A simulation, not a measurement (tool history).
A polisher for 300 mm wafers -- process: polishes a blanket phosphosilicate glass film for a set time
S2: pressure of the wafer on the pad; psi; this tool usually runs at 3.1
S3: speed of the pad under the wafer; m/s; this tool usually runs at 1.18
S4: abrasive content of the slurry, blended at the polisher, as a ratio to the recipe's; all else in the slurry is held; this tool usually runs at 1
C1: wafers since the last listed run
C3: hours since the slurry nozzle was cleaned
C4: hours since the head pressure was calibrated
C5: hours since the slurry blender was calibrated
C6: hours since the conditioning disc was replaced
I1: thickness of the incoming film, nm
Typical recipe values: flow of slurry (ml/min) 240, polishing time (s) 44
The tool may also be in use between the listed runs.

{"run": 1, "hour": 0.0, "flow of slurry (ml/min)": 210, "S2": 3.1, "S3": 1.18, "S4": 1, "polishing time (s)": 47, "C1": 0, "wafers polished on this pad": 3395, "C3": 358.9, "C4": 17.7, "C5": 583.3, "C6": 200.9, "I1": 3642.1, "film removed (Å)": 4384}
{"hour": 28.9, "done": "slurry blender recalibrated"}
{"run": 2, "hour": 71.0, "flow of slurry (ml/min)": 240, "S2": 3.1, "S3": 1.18, "S4": 1, "polishing time (s)": 44, "C1": 835, "wafers polished on this pad": 4231, "C3": 429.9, "C4": 88.7, "C5": 42.1, "C6": 271.9, "I1": 3640.6, "film removed (Å)": 4114}
{"run": 3, "hour": 114.2, "flow of slurry (ml/min)": 240, "S2": 3.1, "S3": 1.18, "S4": 1, "polishing time (s)": 33, "C1": 523, "wafers polished on this pad": 4754, "C3": 473.1, "C4": 131.9, "C5": 85.3, "C6": 315.1, "I1": 3668.7, "film removed (Å)": 3016}
{"run": 4, "hour": 184.7, "flow of slurry (ml/min)": 240, "S2": 3.1, "S3": 1.18, "S4": 1, "polishing time (s)": 33, "C1": 853, "wafers polished on this pad": 5608, "C3": 543.6, "C4": 202.4, "C5": 155.8, "C6": 385.6, "I1": 3570.8, "film removed (Å)": 3065}
{"run": 5, "hour": 268.7, "flow of slurry (ml/min)": 240, "S2": 3.1, "S3": 1.18, "S4": 1, "polishing time (s)": 44, "C1": 1017, "wafers polished on this pad": 6625, "C3": 627.6, "C4": 286.4, "C5": 239.8, "C6": 469.6, "I1": 3650, "film removed (Å)": 3985}
{"hour": 383.7, "done": "worn pad replaced by a new one"}
{"hour": 454.5, "done": "conditioning disc replaced and pad reconditioned"}
{"run": 6, "hour": 477.9, "flow of slurry (ml/min)": 240, "S2": 3.1, "S3": 1.18, "S4": 1, "polishing time (s)": 44, "C1": 2461, "wafers polished on this pad": 1116, "C3": 836.8, "C4": 495.6, "C5": 449, "C6": 23.4, "I1": 3658.7, "film removed (Å)": 3767}
{"hour": 496.2, "done": "slurry nozzle cleaned"}
{"hour": 553.6, "done": "slurry blender recalibrated"}
{"run": 7, "hour": 582.4, "flow of slurry (ml/min)": 240, "S2": 2.5, "S3": 0.76, "S4": 0.8, "polishing time (s)": 44, "C1": 1229, "wafers polished on this pad": 2345, "C3": 86.2, "C4": 600.1, "C5": 28.8, "C6": 127.9, "I1": 3586.6, "film removed (Å)": 2353}
{"run": 8, "hour": 656.4, "flow of slurry (ml/min)": 240, "S2": 3.1, "S3": 1.18, "S4": 1, "polishing time (s)": 44, "C1": 896, "wafers polished on this pad": 3241, "C3": 160.2, "C4": 674.1, "C5": 102.8, "C6": 201.9, "I1": 3633.8, "film removed (Å)": 3929}
{"run": 9, "hour": 701.9, "flow of slurry (ml/min)": 320, "S2": 3.1, "S3": 1.4, "S4": 1.25, "polishing time (s)": 35, "C1": 551, "wafers polished on this pad": 3792, "C3": 205.7, "C4": 719.6, "C5": 148.3, "C6": 247.4, "I1": 3570.8, "film removed (Å)": 3902}
{"run": 10, "hour": 766.8, "flow of slurry (ml/min)": 175, "S2": 2.6, "S3": 1.34, "S4": 1, "polishing time (s)": 44, "C1": 786, "wafers polished on this pad": 4578, "C3": 270.6, "C4": 784.5, "C5": 213.2, "C6": 312.3, "I1": 3622.9, "film removed (Å)": 3638}
{"hour": 783.1, "done": "head pressure recalibrated"}
{"run": 11, "hour": 803.6, "flow of slurry (ml/min)": 195, "S2": 3.1, "S3": 1.54, "S4": 1, "polishing time (s)": 44, "C1": 421, "wafers polished on this pad": 5000, "C3": 307.4, "C4": 20.5, "C5": 250, "C6": 349.1, "I1": 3665.1, "film removed (Å)": 4983}
{"run": 12, "hour": 860.5, "flow of slurry (ml/min)": 195, "S2": 3.8, "S3": 1.02, "S4": 1.25, "polishing time (s)": 44, "C1": 689, "wafers polished on this pad": 5689, "C3": 364.3, "C4": 77.4, "C5": 306.9, "C6": 406, "I1": 3602.5, "film removed (Å)": 4684}
{"run": 13, "hour": 937.1, "flow of slurry (ml/min)": 240, "S2": 2.5, "S3": 1.18, "S4": 1.2, "polishing time (s)": 44, "C1": 927, "wafers polished on this pad": 6617, "C3": 440.9, "C4": 154, "C5": 383.5, "C6": 482.6, "I1": 3597.3, "film removed (Å)": 3874}
{"run": 14, "hour": 981.2, "flow of slurry (ml/min)": 300, "S2": 3.6, "S3": 1.18, "S4": 1, "polishing time (s)": 44, "C1": 534, "wafers polished on this pad": 7151, "C3": 485, "C4": 198.1, "C5": 427.6, "C6": 526.7, "I1": 3606.3, "film removed (Å)": 4590}
{"hour": 1018.0, "done": "conditioning disc replaced and pad reconditioned"}
{"hour": 1054.2, "done": "worn pad replaced by a new one"}
{"run": 15, "hour": 1060.6, "flow of slurry (ml/min)": 215, "S2": 3.1, "S3": 1.5, "S4": 0.85, "polishing time (s)": 44, "C1": 888, "wafers polished on this pad": 77, "C3": 564.4, "C4": 277.5, "C5": 507, "C6": 42.6, "I1": 3607.2, "film removed (Å)": 4340}
{"run": 16, "hour": 1221.4, "flow of slurry (ml/min)": 240, "S2": 2.6, "S3": 0.92, "S4": 1, "polishing time (s)": 44, "C1": 1947, "wafers polished on this pad": 2025, "C3": 725.2, "C4": 438.3, "C5": 667.8, "C6": 203.4, "I1": 3580.5, "film removed (Å)": 3000}
{"hour": 1223.0, "done": "slurry nozzle cleaned"}
{"hour": 1240.2, "done": "slurry blender recalibrated"}
{"run": 17, "hour": 1292.5, "flow of slurry (ml/min)": 240, "S2": 3.8, "S3": 1.18, "S4": 1, "polishing time (s)": 40, "C1": 824, "wafers polished on this pad": 2850, "C3": 69.5, "C4": 509.4, "C5": 52.3, "C6": 274.5, "I1": 3669.3, "film removed (Å)": 4263}
{"run": 18, "hour": 1350.0, "flow of slurry (ml/min)": 240, "S2": 3.1, "S3": 1.06, "S4": 1.25, "polishing time (s)": 49, "C1": 696, "wafers polished on this pad": 3546, "C3": 127, "C4": 566.9, "C5": 109.8, "C6": 332, "I1": 3628, "film removed (Å)": 4522}
{"run": 19, "hour": 1389.1, "flow of slurry (ml/min)": 240, "S2": 3.1, "S3": 0.9, "S4": 1, "polishing time (s)": 44, "C1": 473, "wafers polished on this pad": 4019, "C3": 166.1, "C4": 606, "C5": 148.9, "C6": 371.1, "I1": 3655.7, "film removed (Å)": 3310}
{"run": 20, "hour": 1464.2, "flow of slurry (ml/min)": 240, "S2": 2.5, "S3": 0.76, "S4": 0.8, "polishing time (s)": 44, "C1": 909, "wafers polished on this pad": 4929, "C3": 241.2, "C4": 681.1, "C5": 224, "C6": 446.2, "I1": 3673.1, "film removed (Å)": 2346}
{"hour": 1564.2, "done": "head pressure recalibrated"}
{"hour": 1582.8, "done": "worn pad replaced by a new one"}
{"run": 21, "hour": 1608.7, "flow of slurry (ml/min)": 240, "S2": 3.4, "S3": 1.18, "S4": 1, "polishing time (s)": 44, "C1": 1677, "wafers polished on this pad": 314, "C3": 385.7, "C4": 44.5, "C5": 368.5, "C6": 590.7, "I1": 3577.4, "film removed (Å)": 4412}
{"hour": 1635.2, "done": "conditioning disc replaced and pad reconditioned"}
{"run": 22, "hour": 1680.6, "flow of slurry (ml/min)": 300, "S2": 3.1, "S3": 1.32, "S4": 1.25, "polishing time (s)": 44, "C1": 846, "wafers polished on this pad": 1160, "C3": 457.6, "C4": 116.4, "C5": 440.4, "C6": 45.4, "I1": 3640.4, "film removed (Å)": 4940}
{"run": 23, "hour": 1750.0, "flow of slurry (ml/min)": 195, "S2": 3.8, "S3": 1.02, "S4": 1.25, "polishing time (s)": 44, "C1": 840, "wafers polished on this pad": 2001, "C3": 527, "C4": 185.8, "C5": 509.8, "C6": 114.8, "I1": 3603.3, "film removed (Å)": 4461}
{"hour": 1816.6, "done": "slurry blender recalibrated"}
{"run": 24, "hour": 1838.1, "flow of slurry (ml/min)": 240, "S2": 3.1, "S3": 1.18, "S4": 1, "polishing time (s)": 44, "C1": 1042, "wafers polished on this pad": 3044, "C3": 615.1, "C4": 273.9, "C5": 21.5, "C6": 202.9, "I1": 3593.5, "film removed (Å)": 3949}

How the hidden state differs across the entries between the runs, from the last listed run before each to the first after it:
After run 1, before run 2: slurry blender recalibrated (hour 28.9)
  slurry flow missing at the pad, %: 23 -> 26.7; deviation of the head's pressure from its setpoint, %: 0.122 -> -0.999
  measured minus no-state result, film removed (Å): -122 -> -157
After run 5, before run 6: worn pad replaced by a new one (hour 383.7); conditioning disc replaced and pad reconditioned (hour 454.5)
  slurry flow missing at the pad, %: 37.1 -> 48; deviation of the head's pressure from its setpoint, %: -4.12 -> -7.42
  measured minus no-state result, film removed (Å): -312 -> -486
After run 6, before run 7: slurry nozzle cleaned (hour 496.2); slurry blender recalibrated (hour 553.6)
  slurry flow missing at the pad, %: 48 -> 7.74; deviation of the head's pressure from its setpoint, %: -7.42 -> -9.07
  measured minus no-state result, film removed (Å): -486 -> -170
After run 10, before run 11: head pressure recalibrated (hour 783.1)
  slurry flow missing at the pad, %: 17.4 -> 19.3; deviation of the head's pressure from its setpoint, %: -12 -> 0.845
  measured minus no-state result, film removed (Å): -409 -> -93
After run 14, before run 15: conditioning disc replaced and pad reconditioned (hour 1018); worn pad replaced by a new one (hour 1054.2)
  slurry flow missing at the pad, %: 28.6 -> 32.8; deviation of the head's pressure from its setpoint, %: -1.96 -> -3.21
  measured minus no-state result, film removed (Å): -194 -> -293
After run 16, before run 17: slurry nozzle cleaned (hour 1223); slurry blender recalibrated (hour 1240.2)
  slurry flow missing at the pad, %: 41.2 -> 7.81; deviation of the head's pressure from its setpoint, %: -5.75 -> -6.87
  measured minus no-state result, film removed (Å): -298 -> -238
After run 20, before run 21: head pressure recalibrated (hour 1564.2); worn pad replaced by a new one (hour 1582.8)
  slurry flow missing at the pad, %: 16.8 -> 24.4; deviation of the head's pressure from its setpoint, %: -9.58 -> -0.791
  measured minus no-state result, film removed (Å): -204 -> -146
After run 21, before run 22: conditioning disc replaced and pad reconditioned (hour 1635.2)
  slurry flow missing at the pad, %: 24.4 -> 28.1; deviation of the head's pressure from its setpoint, %: -0.791 -> -1.93
  measured minus no-state result, film removed (Å): -146 -> -204
After run 23, before run 24: slurry blender recalibrated (hour 1816.6)
  slurry flow missing at the pad, %: 31.7 -> 36.4; deviation of the head's pressure from its setpoint, %: -3.02 -> -4.41
  measured minus no-state result, film removed (Å): -302 -> -313
